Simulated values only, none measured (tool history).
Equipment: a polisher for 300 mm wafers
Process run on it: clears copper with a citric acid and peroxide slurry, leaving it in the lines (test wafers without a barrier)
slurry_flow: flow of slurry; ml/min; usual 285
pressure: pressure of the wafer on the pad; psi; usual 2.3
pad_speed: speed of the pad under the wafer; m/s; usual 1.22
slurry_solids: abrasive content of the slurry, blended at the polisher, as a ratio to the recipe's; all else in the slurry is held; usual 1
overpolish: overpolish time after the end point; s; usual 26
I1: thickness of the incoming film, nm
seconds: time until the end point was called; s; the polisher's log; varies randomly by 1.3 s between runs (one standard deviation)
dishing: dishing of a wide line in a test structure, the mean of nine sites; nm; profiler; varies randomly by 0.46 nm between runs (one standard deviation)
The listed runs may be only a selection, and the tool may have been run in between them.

{"run": 1, "hour": 0.0, "slurry_flow": 325, "pressure": 2.3, "pad_speed": 1.22, "slurry_solids": 1, "overpolish": 26, "I1": 201, "seconds": 91.1, "dishing": 42.9}
{"run": 2, "hour": 7.5, "slurry_flow": 325, "pressure": 2.3, "pad_speed": 1.22, "slurry_solids": 1, "overpolish": 26, "I1": 205.6, "seconds": 93.5, "dishing": 43.8}
{"run": 3, "hour": 18.8, "slurry_flow": 325, "pressure": 2.3, "pad_speed": 1.22, "slurry_solids": 1, "overpolish": 26, "I1": 205.9, "seconds": 95.7, "dishing": 42.4}
{"run": 4, "hour": 27.8, "slurry_flow": 285, "pressure": 2.3, "pad_speed": 1.22, "slurry_solids": 1, "overpolish": 26, "I1": 206.6, "seconds": 94.8, "dishing": 41.7}
{"run": 5, "hour": 41.6, "slurry_flow": 345, "pressure": 1.6, "pad_speed": 1.22, "slurry_solids": 1, "overpolish": 26, "I1": 204.4, "seconds": 139.5, "dishing": 30}
{"run": 6, "hour": 59.3, "slurry_flow": 350, "pressure": 2.6, "pad_speed": 1.54, "slurry_solids": 1, "overpolish": 26, "I1": 202.1, "seconds": 73, "dishing": 53}
{"run": 7, "hour": 73.9, "slurry_flow": 285, "pressure": 2.3, "pad_speed": 1.22, "slurry_solids": 1.25, "overpolish": 26, "I1": 204.3, "seconds": 96.3, "dishing": 40.5}
{"hour": 88.8, "done": "worn pad replaced by a new one"}
{"run": 8, "hour": 89.3, "slurry_flow": 200, "pressure": 2.3, "pad_speed": 0.8, "slurry_solids": 1.1, "overpolish": 26, "I1": 206.3, "seconds": 131.5, "dishing": 32.4}
{"run": 9, "hour": 103.3, "slurry_flow": 285, "pressure": 2.6, "pad_speed": 0.86, "slurry_solids": 0.8, "overpolish": 26, "I1": 203.7, "seconds": 107.5, "dishing": 37.5}
{"run": 10, "hour": 114.7, "slurry_flow": 285, "pressure": 2.3, "pad_speed": 1.22, "slurry_solids": 1.25, "overpolish": 18, "I1": 202.8, "seconds": 86.2, "dishing": 33.6}
{"run": 11, "hour": 122.7, "slurry_flow": 285, "pressure": 2.9, "pad_speed": 0.98, "slurry_solids": 1, "overpolish": 32, "I1": 205.9, "seconds": 85.9, "dishing": 55}
{"run": 12, "hour": 129.9, "slurry_flow": 285, "pressure": 2.3, "pad_speed": 1.22, "slurry_solids": 0.8, "overpolish": 19, "I1": 209, "seconds": 97.9, "dishing": 32.8}
{"run": 13, "hour": 141.5, "slurry_flow": 210, "pressure": 2.3, "pad_speed": 1.22, "slurry_solids": 1, "overpolish": 26, "I1": 206, "seconds": 91.8, "dishing": 42.6}
{"run": 14, "hour": 156.4, "slurry_flow": 260, "pressure": 2.3, "pad_speed": 1.08, "slurry_solids": 1, "overpolish": 40, "I1": 205.5, "seconds": 100.8, "dishing": 55.3}
{"run": 15, "hour": 169.2, "slurry_flow": 285, "pressure": 3, "pad_speed": 1, "slurry_solids": 1.2, "overpolish": 26, "I1": 207.3, "seconds": 80.6, "dishing": 48.1}
{"run": 16, "hour": 185.1, "slurry_flow": 285, "pressure": 2.3, "pad_speed": 1.22, "slurry_solids": 1, "overpolish": 26, "I1": 206.4, "seconds": 97.8, "dishing": 42}
{"run": 17, "hour": 197.8, "slurry_flow": 285, "pressure": 2.1, "pad_speed": 0.82, "slurry_solids": 1, "overpolish": 26, "I1": 205.6, "seconds": 146.1, "dishing": 29.6}
{"run": 18, "hour": 222.5, "slurry_flow": 285, "pressure": 2.3, "pad_speed": 1.22, "slurry_solids": 1, "overpolish": 26, "I1": 205.6, "seconds": 99.7, "dishing": 40.9}
{"hour": 226.8, "done": "worn pad replaced by a new one"}
{"run": 19, "hour": 258.8, "slurry_flow": 285, "pressure": 2.3, "pad_speed": 1.22, "slurry_solids": 1, "overpolish": 26, "I1": 208.5, "seconds": 90.5, "dishing": 44.5}
{"hour": 267.9, "done": "slurry blender recalibrated"}
{"run": 20, "hour": 296.3, "slurry_flow": 285, "pressure": 2.3, "pad_speed": 0.82, "slurry_solids": 1, "overpolish": 26, "I1": 202, "seconds": 121.5, "dishing": 32.9}
{"run": 21, "hour": 313.6, "slurry_flow": 285, "pressure": 2.3, "pad_speed": 1.22, "slurry_solids": 1, "overpolish": 26, "I1": 207.9, "seconds": 94.2, "dishing": 43}
{"run": 22, "hour": 325.2, "slurry_flow": 285, "pressure": 1.5, "pad_speed": 1.22, "slurry_solids": 1.25, "overpolish": 26, "I1": 205.4, "seconds": 135.2, "dishing": 30}
{"run": 23, "hour": 339.3, "slurry_flow": 285, "pressure": 1.6, "pad_speed": 1.22, "slurry_solids": 1, "overpolish": 26, "I1": 205.6, "seconds": 137.5, "dishing": 30.7}
{"run": 24, "hour": 355.1, "slurry_flow": 285, "pressure": 1.7, "pad_speed": 1.22, "slurry_solids": 1, "overpolish": 32, "I1": 207.9, "seconds": 136.1, "dishing": 37.3}
{"run": 25, "hour": 362.5, "slurry_flow": 285, "pressure": 2.3, "pad_speed": 1.22, "slurry_solids": 1, "overpolish": 26, "I1": 200.7, "seconds": 97.9, "dishing": 40.5}
{"hour": 375.8, "done": "worn pad replaced by a new one"}
{"run": 26, "hour": 380.0, "slurry_flow": 285, "pressure": 2.3, "pad_speed": 1.5, "slurry_solids": 1, "overpolish": 26, "I1": 207.5, "seconds": 74.5, "dishing": 52.5}
{"run": 27, "hour": 392.6, "slurry_flow": 320, "pressure": 1.6, "pad_speed": 0.82, "slurry_solids": 1.1, "overpolish": 26, "I1": 206, "seconds": 163.9, "dishing": 25.6}
{"run": 28, "hour": 399.8, "slurry_flow": 285, "pressure": 2.7, "pad_speed": 1.22, "slurry_solids": 1, "overpolish": 41, "I1": 206.1, "seconds": 75.1, "dishing": 72.9}

Each run again, without the hidden state but with its own random variation kept:
The tool's hidden condition here consists of: removal rate lost through wear of the pad, %; slurry flow missing at the pad, %; deviation of the head's pressure from its setpoint, %; abrasive missing from the slurry, %.
run=1 seconds=87.8 dishing=44.3
run=2 seconds=89.5 dishing=45.4
run=3 seconds=90.7 dishing=44.4
run=4 seconds=88.9 dishing=44
run=5 seconds=128.6 dishing=32.2
run=6 seconds=65.6 dishing=57.7
run=7 seconds=84.3 dishing=45.3
run=8 seconds=131.6 dishing=32.4
run=9 seconds=107.6 dishing=37.4
run=10 seconds=86.2 dishing=33.6
run=11 seconds=85.6 dishing=55.1
run=12 seconds=97.4 dishing=32.9
run=13 seconds=90.8 dishing=43
run=14 seconds=98.7 dishing=56.2
run=15 seconds=78.1 dishing=49.4
run=16 seconds=93.2 dishing=43.7
run=17 seconds=137 dishing=31.3
run=18 seconds=90 dishing=44.5
run=19 seconds=91.5 dishing=44.1
run=20 seconds=120.3 dishing=33.2
run=21 seconds=91.9 dishing=43.9
run=22 seconds=130.2 dishing=30.9
run=23 seconds=130 dishing=32.2
run=24 seconds=125.6 dishing=39.9
run=25 seconds=89.2 dishing=43.7
run=26 seconds=76.7 dishing=51.2
run=27 seconds=168.6 dishing=25
run=28 seconds=77.2 dishing=71.2
